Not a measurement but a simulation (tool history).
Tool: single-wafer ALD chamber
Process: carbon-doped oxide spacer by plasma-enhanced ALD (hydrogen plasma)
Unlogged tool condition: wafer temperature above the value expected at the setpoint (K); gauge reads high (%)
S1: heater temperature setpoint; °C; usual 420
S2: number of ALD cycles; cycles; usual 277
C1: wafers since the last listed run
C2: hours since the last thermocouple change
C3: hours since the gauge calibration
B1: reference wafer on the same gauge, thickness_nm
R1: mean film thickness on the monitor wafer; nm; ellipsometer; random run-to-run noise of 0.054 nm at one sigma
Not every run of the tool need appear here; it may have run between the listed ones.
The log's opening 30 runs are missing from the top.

Run 31, day 67.862: usual settings but S2 289 cycles; C1 22; C2 214.9; C3 236.7; B1 12.006. Result: R1 13.961 nm.
Run 32, day 70.838: usual settings but S1 409 °C, S2 234 cycles; C1 56; C2 286.3; C3 308.1; B1 11.973. Result: R1 11.849 nm.
Run 33, day 72.150: usual settings but S1 408 °C, S2 294 cycles; C1 24; C2 317.8; C3 339.6; B1 11.985. Result: R1 14.832 nm.
Run 34, day 74.762: usual settings; C1 49; C2 380.5; C3 402.3; B1 11.987. Result: R1 13.533 nm.
Run 35, day 77.258: usual settings; C1 47; C2 440.4; C3 462.2; B1 12.012. Result: R1 13.438 nm.
Run 36, day 78.775: usual settings but S2 289 cycles; C1 28; C2 476.8; C3 498.6; B1 12.008. Result: R1 14.014 nm.
Run 37, day 80.967: usual settings but S2 293 cycles; C1 41; C2 529.4; C3 551.2; B1 11.977. Result: R1 14.214 nm.
Run 38, day 83.300: usual settings but S2 289 cycles; C1 43; C2 585.4; C3 607.2; B1 12.019. Result: R1 14.026 nm.
Run 39, day 85.158: usual settings; C1 35; C2 630.0; C3 651.8; B1 11.993. Result: R1 13.472 nm.
Run 40, day 87.350: usual settings but S1 431 °C; C1 41; C2 682.6; C3 704.4; B1 11.996. Result: R1 13.028 nm.
Run 41, day 88.471: usual settings but S1 428 °C, S2 298 cycles; C1 21; C2 709.5; C3 731.3; B1 12.013. Result: R1 14.124 nm.
Run 42, day 91.183: usual settings but S1 409 °C, S2 246 cycles; C1 51; C2 774.6; C3 796.4; B1 11.999. Result: R1 12.514 nm.
Run 43, day 93.533: usual settings but S1 413 °C, S2 319 cycles; C1 44; C2 831.0; C3 852.8; B1 12.009. Result: R1 15.965 nm.
Run 44, day 97.412: usual settings but S1 414 °C, S2 310 cycles; C1 73; C2 924.1; C3 945.9; B1 11.998. Result: R1 15.578 nm.
Run 45, day 99.038: usual settings but S1 433 °C, S2 301 cycles; C1 30; C2 963.1; C3 984.9; B1 11.992. Result: R1 13.964 nm.

Below are 5 alternative next runs, each starting from the tool's condition after run 45. Predict each:
Run A, day 99.071: usual settings but S1 435 °C; C1 0; C2 963.9; C3 985.7; B1 ?. Result: R1 ?.
Run B, day 99.071: usual settings but S2 328 cycles; C1 0; C2 963.9; C3 985.7; B1 ?. Result: R1 ?.
Run C, day 99.071: usual settings but S1 424 °C, S2 253 cycles; C1 0; C2 963.9; C3 985.7; B1 ?. Result: R1 ?.
Run D, day 99.071: usual settings but S1 412 °C, S2 248 cycles; C1 0; C2 963.9; C3 985.7; B1 ?. Result: R1 ?.
Run E, day 99.071: usual settings but S1 430 °C; C1 0; C2 963.9; C3 985.7; B1 ?. Result: R1 ?.

run      B1      R1
  A  11.969  12.866
  B  11.969  16.099
  C  11.969  12.240
  D  11.969  12.522
  E  11.969  13.109
With the hidden condition removed and each run's random variation left untouched, the same runs would have given:
run      R1
  A  12.657
  B  15.852
  C  12.050
  D  12.335
  E  12.901

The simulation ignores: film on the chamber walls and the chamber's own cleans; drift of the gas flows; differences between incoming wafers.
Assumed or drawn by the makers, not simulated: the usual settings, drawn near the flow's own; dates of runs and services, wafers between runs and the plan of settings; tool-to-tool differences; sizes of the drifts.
